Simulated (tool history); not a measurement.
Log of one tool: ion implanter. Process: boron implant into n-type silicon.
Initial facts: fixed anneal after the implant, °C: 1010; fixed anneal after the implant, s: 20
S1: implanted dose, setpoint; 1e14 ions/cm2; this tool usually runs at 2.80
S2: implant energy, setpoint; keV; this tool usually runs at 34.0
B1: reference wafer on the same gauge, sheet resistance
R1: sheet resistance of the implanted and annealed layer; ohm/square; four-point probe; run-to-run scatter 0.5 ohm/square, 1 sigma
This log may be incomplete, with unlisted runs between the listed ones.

{"run": 1, "hour": 0.0, "S1": 2.8, "S2": 30.0, "B1": 275.97, "R1": 350.03}
{"run": 2, "hour": 30.1, "S1": 3.35, "S2": 38.5, "B1": 276.11, "R1": 296.07}
{"run": 3, "hour": 56.4, "S1": 3.35, "S2": 38.5, "B1": 276.06, "R1": 295.13}
{"run": 4, "hour": 91.0, "S1": 2.8, "S2": 42.0, "B1": 276.11, "R1": 336.93}
{"run": 5, "hour": 105.3, "S1": 2.8, "S2": 42.0, "B1": 276.03, "R1": 337.6}
{"run": 6, "hour": 147.5, "S1": 2.8, "S2": 39.0, "B1": 276.03, "R1": 339.48}
{"run": 7, "hour": 161.5, "S1": 2.8, "S2": 34.0, "B1": 275.8, "R1": 345.97}
{"run": 8, "hour": 186.4, "S1": 2.8, "S2": 34.0, "B1": 276.01, "R1": 345.24}
{"hour": 195.5, "done": "gauge calibrated"}
{"run": 9, "hour": 213.9, "S1": 2.8, "S2": 34.0, "B1": 276.2, "R1": 345.99}
{"hour": 259.7, "done": "Faraday cup replaced and dose calibrated"}
{"run": 10, "hour": 260.2, "S1": 2.8, "S2": 34.0, "B1": 276.09, "R1": 331.98}
{"hour": 281.6, "done": "extraction supply calibrated"}
{"run": 11, "hour": 282.1, "S1": 2.8, "S2": 34.0, "B1": 276.15, "R1": 333.18}
{"run": 12, "hour": 295.7, "S1": 2.8, "S2": 34.0, "B1": 276.05, "R1": 332.74}
{"run": 13, "hour": 311.0, "S1": 2.48, "S2": 38.5, "B1": 275.97, "R1": 360.94}
{"run": 14, "hour": 327.6, "S1": 2.37, "S2": 34.0, "B1": 276.12, "R1": 379.97}
{"run": 15, "hour": 361.2, "S1": 2.48, "S2": 27.0, "B1": 276.02, "R1": 377.52}
{"run": 16, "hour": 382.3, "S1": 3.16, "S2": 34.0, "B1": 275.98, "R1": 304.39}
{"run": 17, "hour": 416.1, "S1": 3.53, "S2": 24.0, "B1": 276.2, "R1": 289.52}
{"run": 18, "hour": 440.1, "S1": 3.55, "S2": 26.0, "B1": 276.0, "R1": 285.65}
{"run": 19, "hour": 466.4, "S1": 2.35, "S2": 41.5, "B1": 275.98, "R1": 375.31}
{"run": 20, "hour": 478.4, "S1": 2.8, "S2": 34.0, "B1": 275.97, "R1": 335.95}
{"run": 21, "hour": 501.3, "S1": 2.8, "S2": 29.5, "B1": 276.01, "R1": 341.35}
{"run": 22, "hour": 536.7, "S1": 3.22, "S2": 30.0, "B1": 276.2, "R1": 306.27}
{"run": 23, "hour": 561.4, "S1": 2.8, "S2": 34.0, "B1": 276.11, "R1": 337.74}
{"hour": 565.0, "done": "gauge calibrated"}
{"run": 24, "hour": 580.6, "S1": 2.08, "S2": 30.5, "B1": 275.93, "R1": 431.55}

Run 25 has not been measured yet. What should we expect?
{"run": 25, "hour": 616.3, "S1": 2.45, "S2": 37.5, "B1": "?", "R1": "?"}

Run 25 came out at B1 275.92, R1 371.08 ohm/square.
If the tool had no hidden condition, the same run with the same run-to-run variation would have returned R1 364.94 ohm/square.

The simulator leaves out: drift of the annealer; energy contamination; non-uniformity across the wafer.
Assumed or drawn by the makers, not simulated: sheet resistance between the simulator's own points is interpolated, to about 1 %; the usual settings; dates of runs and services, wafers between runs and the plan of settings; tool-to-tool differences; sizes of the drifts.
